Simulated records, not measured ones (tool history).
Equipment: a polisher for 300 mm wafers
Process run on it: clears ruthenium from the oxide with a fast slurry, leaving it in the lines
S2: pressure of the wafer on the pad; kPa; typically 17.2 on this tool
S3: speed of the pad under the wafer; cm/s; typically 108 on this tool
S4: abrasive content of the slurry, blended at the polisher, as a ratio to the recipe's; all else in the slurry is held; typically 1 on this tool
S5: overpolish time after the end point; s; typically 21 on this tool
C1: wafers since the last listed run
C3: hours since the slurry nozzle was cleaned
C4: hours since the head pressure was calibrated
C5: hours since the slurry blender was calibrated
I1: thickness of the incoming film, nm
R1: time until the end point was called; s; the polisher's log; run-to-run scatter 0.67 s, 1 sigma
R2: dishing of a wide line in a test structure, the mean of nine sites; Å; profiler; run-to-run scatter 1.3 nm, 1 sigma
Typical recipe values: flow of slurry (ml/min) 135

{"run": 1, "day": 0.0, "flow of slurry (ml/min)": 135, "S2": 17.2, "S3": 108, "S4": 1.2, "S5": 21, "C1": 0, "wafers polished on this pad": 1178, "C3": 444, "C4": 508.8, "C5": 191.5, "I1": 321.1, "R1": 79.4, "R2": 673}
{"run": 2, "day": 1.671, "flow of slurry (ml/min)": 135, "S2": 17.2, "S3": 108, "S4": 1.2, "S5": 21, "C1": 297, "wafers polished on this pad": 1475, "C3": 484.1, "C4": 548.9, "C5": 231.6, "I1": 321.1, "R1": 78.8, "R2": 661}
{"day": 3.792, "done": "slurry nozzle cleaned"}
{"run": 3, "day": 5.517, "flow of slurry (ml/min)": 135, "S2": 17.2, "S3": 108, "S4": 1, "S5": 21, "C1": 676, "wafers polished on this pad": 2152, "C3": 41.4, "C4": 641.2, "C5": 323.9, "I1": 323, "R1": 77.8, "R2": 670}
{"run": 4, "day": 7.788, "flow of slurry (ml/min)": 135, "S2": 17.2, "S3": 108, "S4": 0.85, "S5": 21, "C1": 403, "wafers polished on this pad": 2556, "C3": 95.9, "C4": 695.7, "C5": 378.4, "I1": 318, "R1": 81, "R2": 621}
{"day": 7.912, "done": "slurry blender recalibrated"}
{"day": 11.738, "done": "worn pad replaced by a new one"}
{"run": 5, "day": 11.758, "flow of slurry (ml/min)": 135, "S2": 17.2, "S3": 108, "S4": 0.85, "S5": 21, "C1": 661, "wafers polished on this pad": 3, "C3": 191.2, "C4": 791, "C5": 92.3, "I1": 319.4, "R1": 79.9, "R2": 641}
{"run": 6, "day": 14.433, "flow of slurry (ml/min)": 135, "S2": 17.2, "S3": 108, "S4": 1, "S5": 17, "C1": 475, "wafers polished on this pad": 479, "C3": 255.4, "C4": 855.2, "C5": 156.5, "I1": 317.9, "R1": 78, "R2": 556}
{"run": 7, "day": 16.412, "flow of slurry (ml/min)": 135, "S2": 17.2, "S3": 108, "S4": 1, "S5": 17, "C1": 352, "wafers polished on this pad": 831, "C3": 302.9, "C4": 902.7, "C5": 204, "I1": 324.5, "R1": 82.1, "R2": 537}
{"run": 8, "day": 20.783, "flow of slurry (ml/min)": 135, "S2": 17.2, "S3": 108, "S4": 1, "S5": 17, "C1": 777, "wafers polished on this pad": 1608, "C3": 407.8, "C4": 1007.6, "C5": 308.9, "I1": 314.8, "R1": 79.1, "R2": 525}
{"run": 9, "day": 23.025, "flow of slurry (ml/min)": 100, "S2": 17.2, "S3": 108, "S4": 1, "S5": 21, "C1": 398, "wafers polished on this pad": 2007, "C3": 461.6, "C4": 1061.4, "C5": 362.7, "I1": 318.2, "R1": 86.4, "R2": 577}
{"run": 10, "day": 24.533, "flow of slurry (ml/min)": 100, "S2": 17.2, "S3": 108, "S4": 1, "S5": 21, "C1": 268, "wafers polished on this pad": 2275, "C3": 497.8, "C4": 1097.6, "C5": 398.9, "I1": 326, "R1": 89.7, "R2": 594}
{"day": 25.362, "done": "slurry blender recalibrated"}
{"run": 11, "day": 27.771, "flow of slurry (ml/min)": 100, "S2": 17.2, "S3": 108, "S4": 1, "S5": 21, "C1": 560, "wafers polished on this pad": 2836, "C3": 575.5, "C4": 1175.3, "C5": 57.8, "I1": 319.7, "R1": 90, "R2": 587}
{"day": 29.617, "done": "slurry nozzle cleaned"}
{"day": 30.646, "done": "worn pad replaced by a new one"}
{"run": 12, "day": 31.925, "flow of slurry (ml/min)": 135, "S2": 13.1, "S3": 108, "S4": 1, "S5": 21, "C1": 701, "wafers polished on this pad": 227, "C3": 55.4, "C4": 1275, "C5": 157.5, "I1": 321.7, "R1": 94.6, "R2": 583}
{"run": 13, "day": 36.279, "flow of slurry (ml/min)": 135, "S2": 13.1, "S3": 108, "S4": 1, "S5": 21, "C1": 774, "wafers polished on this pad": 1002, "C3": 159.9, "C4": 1379.5, "C5": 262, "I1": 325.2, "R1": 97.4, "R2": 568}
{"run": 14, "day": 38.2, "flow of slurry (ml/min)": 135, "S2": 17.2, "S3": 108, "S4": 1, "S5": 14, "C1": 341, "wafers polished on this pad": 1343, "C3": 206, "C4": 1425.6, "C5": 308.1, "I1": 315.8, "R1": 78.4, "R2": 450}
{"day": 40.392, "done": "slurry blender recalibrated"}
{"day": 41.888, "done": "head pressure recalibrated"}
{"run": 15, "day": 41.904, "flow of slurry (ml/min)": 135, "S2": 17.2, "S3": 108, "S4": 1, "S5": 21, "C1": 629, "wafers polished on this pad": 1973, "C3": 294.9, "C4": 0.4, "C5": 36.3, "I1": 324.7, "R1": 81.8, "R2": 637}
{"run": 16, "day": 45.35, "flow of slurry (ml/min)": 135, "S2": 17.2, "S3": 82, "S4": 1, "S5": 33, "C1": 612, "wafers polished on this pad": 2585, "C3": 377.6, "C4": 83.1, "C5": 119, "I1": 323.8, "R1": 104, "R2": 741}
{"day": 46.067, "done": "worn pad replaced by a new one"}
{"run": 17, "day": 48.188, "flow of slurry (ml/min)": 135, "S2": 17.2, "S3": 108, "S4": 1, "S5": 21, "C1": 475, "wafers polished on this pad": 377, "C3": 445.7, "C4": 151.2, "C5": 187.1, "I1": 323.4, "R1": 84.6, "R2": 624}
{"run": 18, "day": 50.217, "flow of slurry (ml/min)": 135, "S2": 22.8, "S3": 72, "S4": 1.1, "S5": 13, "C1": 360, "wafers polished on this pad": 737, "C3": 494.4, "C4": 199.9, "C5": 235.8, "I1": 324.4, "R1": 94.8, "R2": 368}
{"run": 19, "day": 53.542, "flow of slurry (ml/min)": 135, "S2": 21.4, "S3": 108, "S4": 1, "S5": 21, "C1": 591, "wafers polished on this pad": 1329, "C3": 574.2, "C4": 279.7, "C5": 315.6, "I1": 315.9, "R1": 73.1, "R2": 672}
{"day": 55.392, "done": "slurry blender recalibrated"}
{"day": 55.904, "done": "slurry nozzle cleaned"}
{"run": 20, "day": 57.888, "flow of slurry (ml/min)": 135, "S2": 17.2, "S3": 108, "S4": 1.2, "S5": 21, "C1": 750, "wafers polished on this pad": 2079, "C3": 47.6, "C4": 384, "C5": 59.9, "I1": 320.9, "R1": 73.2, "R2": 672}
{"run": 21, "day": 60.479, "flow of slurry (ml/min)": 135, "S2": 17.2, "S3": 108, "S4": 1.2, "S5": 21, "C1": 460, "wafers polished on this pad": 2540, "C3": 109.8, "C4": 446.2, "C5": 122.1, "I1": 322.5, "R1": 75.9, "R2": 717}
{"run": 22, "day": 64.942, "flow of slurry (ml/min)": 110, "S2": 17.2, "S3": 74, "S4": 1, "S5": 30, "C1": 793, "wafers polished on this pad": 3334, "C3": 216.9, "C4": 553.3, "C5": 229.2, "I1": 326.5, "R1": 112.7, "R2": 665}
{"day": 65.35, "done": "worn pad replaced by a new one"}
{"run": 23, "day": 68.575, "flow of slurry (ml/min)": 135, "S2": 11.7, "S3": 108, "S4": 1, "S5": 21, "C1": 616, "wafers polished on this pad": 573, "C3": 304.1, "C4": 640.5, "C5": 316.4, "I1": 323.4, "R1": 102.7, "R2": 536}
{"run": 24, "day": 71.271, "flow of slurry (ml/min)": 135, "S2": 17.2, "S3": 108, "S4": 1, "S5": 21, "C1": 479, "wafers polished on this pad": 1053, "C3": 368.8, "C4": 705.2, "C5": 381.1, "I1": 321, "R1": 80.9, "R2": 643}
{"day": 74.804, "done": "slurry blender recalibrated"}
{"run": 25, "day": 74.892, "flow of slurry (ml/min)": 135, "S2": 17.2, "S3": 84, "S4": 1, "S5": 21, "C1": 629, "wafers polished on this pad": 1682, "C3": 455.7, "C4": 792.1, "C5": 2.1, "I1": 322.7, "R1": 100.4, "R2": 546}
{"run": 26, "day": 78.371, "flow of slurry (ml/min)": 135, "S2": 17.2, "S3": 128, "S4": 0.75, "S5": 21, "C1": 618, "wafers polished on this pad": 2301, "C3": 539.2, "C4": 875.6, "C5": 85.6, "I1": 320.3, "R1": 75.7, "R2": 664}
{"run": 27, "day": 80.346, "flow of slurry (ml/min)": 135, "S2": 18.6, "S3": 108, "S4": 0.8, "S5": 21, "C1": 351, "wafers polished on this pad": 2652, "C3": 586.6, "C4": 923, "C5": 133, "I1": 321, "R1": 83.9, "R2": 589}
{"day": 81.662, "done": "worn pad replaced by a new one"}
{"day": 82.288, "done": "slurry nozzle cleaned"}
{"run": 28, "day": 82.692, "flow of slurry (ml/min)": 165, "S2": 17.2, "S3": 126, "S4": 1, "S5": 21, "C1": 380, "wafers polished on this pad": 175, "C3": 9.7, "C4": 979.3, "C5": 189.3, "I1": 316, "R1": 63.8, "R2": 770}

4 options for the next run, each taken on its own from the tool as it stands now. Forecast them:
{"run": "A", "day": 82.708, "flow of slurry (ml/min)": 135, "S2": 17.2, "S3": 108, "S4": 1, "S5": 21, "C1": 2, "wafers polished on this pad": 178, "C3": 10.1, "C4": 979.7, "C5": 189.7, "I1": 322.6, "R1": "?", "R2": "?"}
{"run": "B", "day": 82.708, "flow of slurry (ml/min)": 95, "S2": 17.2, "S3": 108, "S4": 1.25, "S5": 21, "C1": 2, "wafers polished on this pad": 178, "C3": 10.1, "C4": 979.7, "C5": 189.7, "I1": 322.6, "R1": "?", "R2": "?"}
{"run": "C", "day": 82.708, "flow of slurry (ml/min)": 135, "S2": 22.8, "S3": 108, "S4": 0.75, "S5": 21, "C1": 2, "wafers polished on this pad": 178, "C3": 10.1, "C4": 979.7, "C5": 189.7, "I1": 322.6, "R1": "?", "R2": "?"}
{"run": "D", "day": 82.708, "flow of slurry (ml/min)": 135, "S2": 17.2, "S3": 108, "S4": 1.25, "S5": 21, "C1": 2, "wafers polished on this pad": 178, "C3": 10.1, "C4": 979.7, "C5": 189.7, "I1": 322.6, "R1": "?", "R2": "?"}

run=A R1=77.2 R2=652
run=B R1=78.2 R2=645
run=C R1=66.8 R2=735
run=D R1=73.3 R2=680
With no hidden state in the tool, these same runs would have given:
run=A R1=76.5 R2=657
run=B R1=77.3 R2=651
run=C R1=66.2 R2=740
run=D R1=72.6 R2=686
